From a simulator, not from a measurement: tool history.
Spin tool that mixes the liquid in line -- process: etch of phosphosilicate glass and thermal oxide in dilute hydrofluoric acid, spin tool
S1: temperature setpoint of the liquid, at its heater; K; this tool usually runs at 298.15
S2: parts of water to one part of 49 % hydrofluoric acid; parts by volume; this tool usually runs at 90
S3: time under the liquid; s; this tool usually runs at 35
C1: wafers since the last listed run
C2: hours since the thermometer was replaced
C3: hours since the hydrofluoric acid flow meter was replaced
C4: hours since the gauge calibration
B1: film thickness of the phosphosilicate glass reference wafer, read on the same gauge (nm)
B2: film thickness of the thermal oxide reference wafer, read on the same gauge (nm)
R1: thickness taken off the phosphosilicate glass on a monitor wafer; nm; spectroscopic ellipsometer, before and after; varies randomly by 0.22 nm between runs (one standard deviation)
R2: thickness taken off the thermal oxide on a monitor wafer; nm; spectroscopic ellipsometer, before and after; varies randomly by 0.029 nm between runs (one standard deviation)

run   hour      S1   S2  S3   C1     C2      C3      C4     B1       B2     R1     R2
  1      0  301.65   90  35    0  148.1  2197.6   913.4  90.03  149.996  28.66  1.927
  2   12.6  298.15   90  35  230  160.7  2210.2     926  89.97   149.99  24.93   1.64
      47.8  -- hydrofluoric acid flow meter replaced
  3   48.3  301.15   45  35  634  196.4     0.5   961.7  89.99  150.018  59.46  3.903
  4     79  298.15   90  20  561  227.1    31.2   992.4  90.01  150.011  13.95  0.975
  5   92.8  299.65   90  50  252  240.9      45  1006.2     90  150.034  37.36  2.496
  6  115.4  298.15   90  35  413  263.5    67.6  1028.8  89.97  150.001  24.18  1.642
  7  140.4  294.15  120  35  457  288.5    92.6  1053.8     90  149.991  14.94  0.994
  8  157.6  298.15   90  35  314  305.7   109.8    1071     90  150.004  23.91  1.601
  9  188.5  300.65   50  20  565  336.6   140.7  1101.9     90  150.018  28.45  1.907
 10    202  298.15   90  35  246  350.1   154.2  1115.4  89.97  150.032  24.17  1.626
 11  235.7  298.15   90  35  616  383.8   187.9  1149.1  90.01  150.008  23.48  1.605
 12  251.2  300.15   90  25  283  399.3   203.4  1164.6  90.01  150.015  18.14  1.228
 13  279.9  298.15   90  35  524    428   232.1  1193.3  90.01  149.981  23.76  1.547
     288.4  -- gauge calibrated
 14  327.5  298.15   90  35  870  475.6   279.7    39.1  90.01  149.997  23.42  1.548
 15  340.7  298.15   60  35  241  488.8   292.9    52.3  90.02  149.995  36.34  2.515
 16  363.4  298.15   90  25  415  511.5   315.6      75  89.98   149.98  16.77  1.122
 17  380.5  296.65   90  20  312  528.6   332.7    92.1  90.04  150.011   12.5  0.862
 18  397.9  298.15   90  50  318    546   350.1   109.5  89.99  150.034  33.24  2.203
 19  423.2  295.15  135  50  462  571.3   375.4   134.8  89.94   150.02   18.6  1.263
       451  -- thermometer replaced
 20  457.6  301.65  115  35  610    6.6   409.8   169.2  90.03  149.981  21.88  1.443
 21  474.9  301.65  110  45  316   23.9   427.1   186.5  89.99  150.021  29.26  1.964
 22  507.9  298.15   90  45  603   56.9   460.1   219.5  89.97  150.005  32.32  2.153
 23    543  298.15   90  35  641     92   495.2   254.6  90.01  149.984  25.02  1.701
 24  576.4  294.15   65  50  610  125.4   528.6     288  89.97  150.035  43.08  2.918
 25  611.3  298.15   90  35  638  160.3   563.5   322.9  89.99  150.003  24.71  1.639
 26  636.9  298.15   90  35  468  185.9   589.1   348.5  90.01  149.997  24.52  1.642

What was the tool's hidden state at every run in the log?
hydrofluoric acid flow above the setpoint (%): 0 in every run
gauge reads high (%): 0 in every run
H1: liquid colder than its thermometer reads (K)
run     H1
  1  0.718
  2  0.769
  3  0.913
  4   1.04
  5   1.09
  6   1.18
  7   1.29
  8   1.36
  9   1.48
 10   1.53
 11   1.67
 12   1.73
 13   1.85
 14   2.04
 15    2.1
 16   2.19
 17   2.26
 18   2.33
 19   2.43
 20  0.275
 21  0.345
 22  0.478
 23   0.62
 24  0.755
 25  0.896
 26      1
